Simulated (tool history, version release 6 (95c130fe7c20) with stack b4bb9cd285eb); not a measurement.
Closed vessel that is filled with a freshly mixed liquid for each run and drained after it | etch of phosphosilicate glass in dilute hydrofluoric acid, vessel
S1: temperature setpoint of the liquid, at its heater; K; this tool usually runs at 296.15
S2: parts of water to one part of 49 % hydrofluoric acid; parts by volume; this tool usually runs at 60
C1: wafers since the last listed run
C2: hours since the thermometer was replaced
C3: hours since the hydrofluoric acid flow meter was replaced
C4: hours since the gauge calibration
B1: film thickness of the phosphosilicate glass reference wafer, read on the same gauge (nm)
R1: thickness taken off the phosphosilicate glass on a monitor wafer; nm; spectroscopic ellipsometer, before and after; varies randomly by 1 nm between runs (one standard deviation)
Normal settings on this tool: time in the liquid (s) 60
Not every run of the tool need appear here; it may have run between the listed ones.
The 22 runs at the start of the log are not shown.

run 23 hour=1760.4 | S1=296.15 S2=60 time_in_the_liquid_(s)=60 | C1=7932 C2=2045.7 C3=322.6 C4=315.6 | B1=130.00 | R1=109.94
-- hour=1805.5 thermometer replaced
run 24 hour=1859.8 | S1=296.15 S2=60 time_in_the_liquid_(s)=60 | C1=10407 C2=54.3 C3=422.0 C4=415.0 | B1=130.02 | R1=107.19
run 25 hour=1914.2 | S1=294.65 S2=45 time_in_the_liquid_(s)=60 | C1=5753 C2=108.7 C3=476.4 C4=469.4 | B1=129.99 | R1=137.13
run 26 hour=1955.0 | S1=300.15 S2=85 time_in_the_liquid_(s)=60 | C1=4315 C2=149.5 C3=517.2 C4=510.2 | B1=130.02 | R1=87.04
run 27 hour=2020.6 | S1=296.15 S2=85 time_in_the_liquid_(s)=85 | C1=6938 C2=215.1 C3=582.8 C4=575.8 | B1=130.00 | R1=105.69
run 28 hour=2070.9 | S1=293.65 S2=30 time_in_the_liquid_(s)=30 | C1=5320 C2=265.4 C3=633.1 C4=626.1 | B1=130.02 | R1=101.68
run 29 hour=2144.9 | S1=296.15 S2=60 time_in_the_liquid_(s)=50 | C1=7826 C2=339.4 C3=707.1 C4=700.1 | B1=130.00 | R1=88.59
run 30 hour=2188.4 | S1=297.65 S2=60 time_in_the_liquid_(s)=60 | C1=4601 C2=382.9 C3=750.6 C4=743.6 | B1=129.98 | R1=113.59
run 31 hour=2236.7 | S1=299.15 S2=60 time_in_the_liquid_(s)=60 | C1=5108 C2=431.2 C3=798.9 C4=791.9 | B1=130.00 | R1=119.79
run 32 hour=2278.9 | S1=294.15 S2=80 time_in_the_liquid_(s)=30 | C1=4463 C2=473.4 C3=841.1 C4=834.1 | B1=130.00 | R1=36.48
run 33 hour=2382.7 | S1=294.65 S2=85 time_in_the_liquid_(s)=45 | C1=10978 C2=577.2 C3=944.9 C4=937.9 | B1=129.99 | R1=52.27

Alternative continuations, all from the tool just after run 33; predict every row:
run A hour=2383.4 | S1=298.65 S2=60 time_in_the_liquid_(s)=60 | C1=74 C2=577.9 C3=945.6 C4=938.6 | B1=? | R1=?
run B hour=2383.4 | S1=296.15 S2=70 time_in_the_liquid_(s)=75 | C1=74 C2=577.9 C3=945.6 C4=938.6 | B1=? | R1=?
run C hour=2383.4 | S1=298.15 S2=45 time_in_the_liquid_(s)=80 | C1=74 C2=577.9 C3=945.6 C4=938.6 | B1=? | R1=?

run=A B1=130.01 R1=118.50
run=B B1=130.01 R1=113.24
run=C B1=130.01 R1=210.73
Stripped of hidden state, with their random variation kept, the same runs would have yielded:
run=A R1=116.93
run=B R1=111.72
run=C R1=207.90
